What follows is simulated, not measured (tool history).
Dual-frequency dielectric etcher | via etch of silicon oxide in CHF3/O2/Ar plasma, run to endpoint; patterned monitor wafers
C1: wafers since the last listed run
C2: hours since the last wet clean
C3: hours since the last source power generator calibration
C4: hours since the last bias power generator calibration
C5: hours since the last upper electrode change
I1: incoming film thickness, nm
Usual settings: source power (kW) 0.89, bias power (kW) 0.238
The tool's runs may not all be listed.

{"run": 1, "day": 0.0, "source power (kW)": 0.89, "bias power (kW)": 0.238, "C1": 0, "C2": 186.4, "C3": 324.3, "C4": 2540, "C5": 2656.7, "I1": 411.6, "endpoint time (s)": 158.2}
{"run": 2, "day": 4.35, "source power (kW)": 0.89, "bias power (kW)": 0.238, "C1": 303, "C2": 290.8, "C3": 428.7, "C4": 2644.4, "C5": 2761.1, "I1": 409, "endpoint time (s)": 157.4}
{"run": 3, "day": 6.55, "source power (kW)": 0.89, "bias power (kW)": 0.238, "C1": 153, "C2": 343.6, "C3": 481.5, "C4": 2697.2, "C5": 2813.9, "I1": 414.1, "endpoint time (s)": 158.5}
{"run": 4, "day": 9.533, "source power (kW)": 0.72, "bias power (kW)": 0.238, "C1": 208, "C2": 415.2, "C3": 553.1, "C4": 2768.8, "C5": 2885.5, "I1": 409.2, "endpoint time (s)": 173.6}
{"run": 5, "day": 11.308, "source power (kW)": 0.72, "bias power (kW)": 0.238, "C1": 123, "C2": 457.8, "C3": 595.7, "C4": 2811.4, "C5": 2928.1, "I1": 416.1, "endpoint time (s)": 174.8}
{"day": 13.838, "done": "wet clean of the chamber"}
{"run": 6, "day": 15.217, "source power (kW)": 0.89, "bias power (kW)": 0.238, "C1": 202, "C2": 33.1, "C3": 689.5, "C4": 2905.2, "C5": 3021.9, "I1": 409.7, "endpoint time (s)": 157.5}
{"run": 7, "day": 18.017, "source power (kW)": 0.89, "bias power (kW)": 0.238, "C1": 195, "C2": 100.3, "C3": 756.7, "C4": 2972.4, "C5": 3089.1, "I1": 408, "endpoint time (s)": 157.1}
{"run": 8, "day": 22.188, "source power (kW)": 0.89, "bias power (kW)": 0.238, "C1": 291, "C2": 200.4, "C3": 856.8, "C4": 3072.5, "C5": 3189.2, "I1": 411.8, "endpoint time (s)": 157.9}
{"run": 9, "day": 25.938, "source power (kW)": 0.95, "bias power (kW)": 0.196, "C1": 261, "C2": 290.4, "C3": 946.8, "C4": 3162.5, "C5": 3279.2, "I1": 410.1, "endpoint time (s)": 167.9}
{"day": 34.2, "done": "upper electrode replaced"}
{"day": 36.154, "done": "wet clean of the chamber"}
{"run": 10, "day": 36.992, "source power (kW)": 0.89, "bias power (kW)": 0.238, "C1": 631, "C2": 20.1, "C3": 1212.1, "C4": 3427.8, "C5": 67, "I1": 409.4, "endpoint time (s)": 155.9}
{"run": 11, "day": 38.879, "source power (kW)": 0.89, "bias power (kW)": 0.238, "C1": 131, "C2": 65.4, "C3": 1257.4, "C4": 3473.1, "C5": 112.3, "I1": 409.4, "endpoint time (s)": 154.8}
{"run": 12, "day": 40.508, "source power (kW)": 0.99, "bias power (kW)": 0.238, "C1": 113, "C2": 104.5, "C3": 1296.5, "C4": 3512.2, "C5": 151.4, "I1": 410.9, "endpoint time (s)": 149.4}
{"run": 13, "day": 43.088, "source power (kW)": 0.99, "bias power (kW)": 0.238, "C1": 179, "C2": 166.4, "C3": 1358.4, "C4": 3574.1, "C5": 213.3, "I1": 409.3, "endpoint time (s)": 150}
{"run": 14, "day": 45.067, "source power (kW)": 0.99, "bias power (kW)": 0.238, "C1": 138, "C2": 213.9, "C3": 1405.9, "C4": 3621.6, "C5": 260.8, "I1": 414.8, "endpoint time (s)": 151}
{"run": 15, "day": 47.683, "source power (kW)": 0.89, "bias power (kW)": 0.257, "C1": 182, "C2": 276.7, "C3": 1468.7, "C4": 3684.4, "C5": 323.6, "I1": 406.2, "endpoint time (s)": 150}
{"run": 16, "day": 51.025, "source power (kW)": 0.89, "bias power (kW)": 0.238, "C1": 233, "C2": 356.9, "C3": 1548.9, "C4": 3764.6, "C5": 403.8, "I1": 411.5, "endpoint time (s)": 158.6}
{"day": 51.925, "done": "source power generator calibrated"}
{"run": 17, "day": 55.321, "source power (kW)": 0.71, "bias power (kW)": 0.255, "C1": 288, "C2": 460, "C3": 81.5, "C4": 3867.7, "C5": 506.9, "I1": 415.2, "endpoint time (s)": 176.5}
{"day": 59.333, "done": "wet clean of the chamber"}
{"day": 65.971, "done": "bias power generator calibrated"}
{"run": 18, "day": 67.879, "source power (kW)": 0.96, "bias power (kW)": 0.256, "C1": 794, "C2": 205.1, "C3": 382.9, "C4": 45.8, "C5": 808.3, "I1": 413.4, "endpoint time (s)": 151.9}
{"run": 19, "day": 71.942, "source power (kW)": 0.89, "bias power (kW)": 0.238, "C1": 283, "C2": 302.6, "C3": 480.4, "C4": 143.3, "C5": 905.8, "I1": 410.5, "endpoint time (s)": 160}
{"run": 20, "day": 74.125, "source power (kW)": 0.74, "bias power (kW)": 0.217, "C1": 152, "C2": 355, "C3": 532.8, "C4": 195.7, "C5": 958.2, "I1": 416.6, "endpoint time (s)": 185.2}
{"run": 21, "day": 77.8, "source power (kW)": 1.08, "bias power (kW)": 0.291, "C1": 256, "C2": 443.2, "C3": 621, "C4": 283.9, "C5": 1046.4, "I1": 411.1, "endpoint time (s)": 134.8}
{"day": 82.346, "done": "wet clean of the chamber"}
{"run": 22, "day": 82.367, "source power (kW)": 0.71, "bias power (kW)": 0.202, "C1": 248, "C2": 0.5, "C3": 730.6, "C4": 393.5, "C5": 1156, "I1": 410.8, "endpoint time (s)": 190.6}
{"run": 23, "day": 83.367, "source power (kW)": 0.76, "bias power (kW)": 0.263, "C1": 69, "C2": 24.5, "C3": 754.6, "C4": 417.5, "C5": 1180, "I1": 407.5, "endpoint time (s)": 162.1}
{"run": 24, "day": 85.312, "source power (kW)": 0.89, "bias power (kW)": 0.266, "C1": 135, "C2": 71.2, "C3": 801.3, "C4": 464.2, "C5": 1226.7, "I1": 411.6, "endpoint time (s)": 152.2}
{"run": 25, "day": 88.792, "source power (kW)": 1.04, "bias power (kW)": 0.218, "C1": 242, "C2": 154.7, "C3": 884.8, "C4": 547.7, "C5": 1310.2, "I1": 410.1, "endpoint time (s)": 154}
{"run": 26, "day": 93.079, "source power (kW)": 0.79, "bias power (kW)": 0.283, "C1": 299, "C2": 257.6, "C3": 987.7, "C4": 650.6, "C5": 1413.1, "I1": 409.3, "endpoint time (s)": 152.5}
{"run": 27, "day": 94.679, "source power (kW)": 1, "bias power (kW)": 0.255, "C1": 111, "C2": 296, "C3": 1026.1, "C4": 689, "C5": 1451.5, "I1": 414.9, "endpoint time (s)": 147}
{"run": 28, "day": 98.775, "source power (kW)": 0.68, "bias power (kW)": 0.181, "C1": 285, "C2": 394.3, "C3": 1124.4, "C4": 787.3, "C5": 1549.8, "I1": 412.2, "endpoint time (s)": 202.6}
{"day": 100.342, "done": "wet clean of the chamber"}
{"run": 29, "day": 103.046, "source power (kW)": 0.89, "bias power (kW)": 0.238, "C1": 228, "C2": 64.9, "C3": 1226.9, "C4": 889.8, "C5": 1652.3, "I1": 412.1, "endpoint time (s)": 158.8}

4 ways to go on from here, each from the tool as it stands after run 29. What would each give?
{"run": "A", "day": 103.067, "source power (kW)": 0.89, "bias power (kW)": 0.214, "C1": 1, "C2": 65.4, "C3": 1227.4, "C4": 890.3, "C5": 1652.8, "I1": 411.7, "endpoint time (s)": "?"}
{"run": "B", "day": 103.067, "source power (kW)": 0.7, "bias power (kW)": 0.255, "C1": 1, "C2": 65.4, "C3": 1227.4, "C4": 890.3, "C5": 1652.8, "I1": 411.7, "endpoint time (s)": "?"}
{"run": "C", "day": 103.067, "source power (kW)": 0.8, "bias power (kW)": 0.188, "C1": 1, "C2": 65.4, "C3": 1227.4, "C4": 890.3, "C5": 1652.8, "I1": 411.7, "endpoint time (s)": "?"}
{"run": "D", "day": 103.067, "source power (kW)": 0.73, "bias power (kW)": 0.201, "C1": 1, "C2": 65.4, "C3": 1227.4, "C4": 890.3, "C5": 1652.8, "I1": 411.7, "endpoint time (s)": "?"}

run=A endpoint_time_(s)=166.6
run=B endpoint_time_(s)=171.2
run=C endpoint_time_(s)=185.6
run=D endpoint_time_(s)=187.6
Without the tool's hidden state the same runs would have given:
run=A endpoint_time_(s)=169.1
run=B endpoint_time_(s)=173.8
run=C endpoint_time_(s)=188.5
run=D endpoint_time_(s)=190.5
